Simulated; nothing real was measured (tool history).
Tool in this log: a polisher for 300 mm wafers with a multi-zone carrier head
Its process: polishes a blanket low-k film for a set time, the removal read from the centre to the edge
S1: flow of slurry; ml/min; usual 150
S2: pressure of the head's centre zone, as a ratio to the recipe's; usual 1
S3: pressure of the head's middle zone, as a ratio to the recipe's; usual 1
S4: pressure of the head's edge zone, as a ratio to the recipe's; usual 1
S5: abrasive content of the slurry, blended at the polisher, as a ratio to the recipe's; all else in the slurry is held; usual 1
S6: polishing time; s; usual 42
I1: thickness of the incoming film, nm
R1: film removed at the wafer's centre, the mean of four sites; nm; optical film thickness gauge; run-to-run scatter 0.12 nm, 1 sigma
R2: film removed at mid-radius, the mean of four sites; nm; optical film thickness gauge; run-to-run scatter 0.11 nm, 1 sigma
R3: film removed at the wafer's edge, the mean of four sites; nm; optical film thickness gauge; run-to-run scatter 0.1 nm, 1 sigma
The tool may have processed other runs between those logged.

run,day,S1,S2,S3,S4,S5,S6,I1,R1,R2,R3
1,0,150,1,1,1,1,42,596.2,8.8,8.8,8.6
2,1.154,150,1,1,1,1,42,605.1,8.6,8.7,8.4
3,1.671,150,1,1,1,1,42,598.5,8.8,8.6,8.3
# day 2.292: worn pad replaced by a new one
4,2.312,150,1,1,1,1,42,606.1,9.1,9.1,8.6
# day 5.475: edge zone pressure recalibrated
5,5.667,150,1,1,1,1,42,597.4,8.8,8.7,8.3
# day 6.229: worn pad replaced by a new one, of another model than before
6,6.779,150,1,1,1,1,42,599.1,9.1,9.1,8.7
7,7.375,150,1,1,1,1,42,591,9.2,9.2,8.5
# day 7.654: slurry nozzle cleaned
# day 7.888: carrier head's membrane replaced by a new one
8,8.112,200,1,1,0.94,1.2,31,613,7.9,7.9,7.2
# day 8.688: centre zone pressure recalibrated
9,8.742,150,0.9,1,1,1,54,595,10.4,11.5,10.9
# day 10.142: worn pad replaced by a new one
10,10.162,195,1,1,0.95,1,51,595.6,11.9,12.1,11
# day 13.342: worn pad replaced by a new one
11,13.558,200,1,1,1,1.3,42,605,11,10.8,10.6
12,14.438,150,1,1,1.12,1,42,596.3,9,9.1,9.2
13,15.825,150,1,1,1,1,42,603.5,8.7,8.7,8.6
14,16.679,150,1.05,1.1,1,1,42,591.1,9.3,9.3,8.2
# day 16.875: worn pad replaced by a new one
15,17.208,150,1,1,1,1.1,32,599.2,7.4,7.3,6.9

State the hidden condition of the tool at each of the runs:
slurry flow missing at the pad, %: 0 across all the runs
deviation of the centre zone's pressure from its setpoint, %: 0 across all the runs
deviation of the edge zone's pressure from its setpoint, %: 0 across all the runs
H1: removal rate lost through wear of the pad, %
run,H1
1,3.66
2,5.56
3,6.4
4,0.499
5,6.02
6,1.12
7,2.1
8,3.32
9,4.35
10,0.399
11,1.09
12,2.54
13,4.82
14,6.22
15,0.806
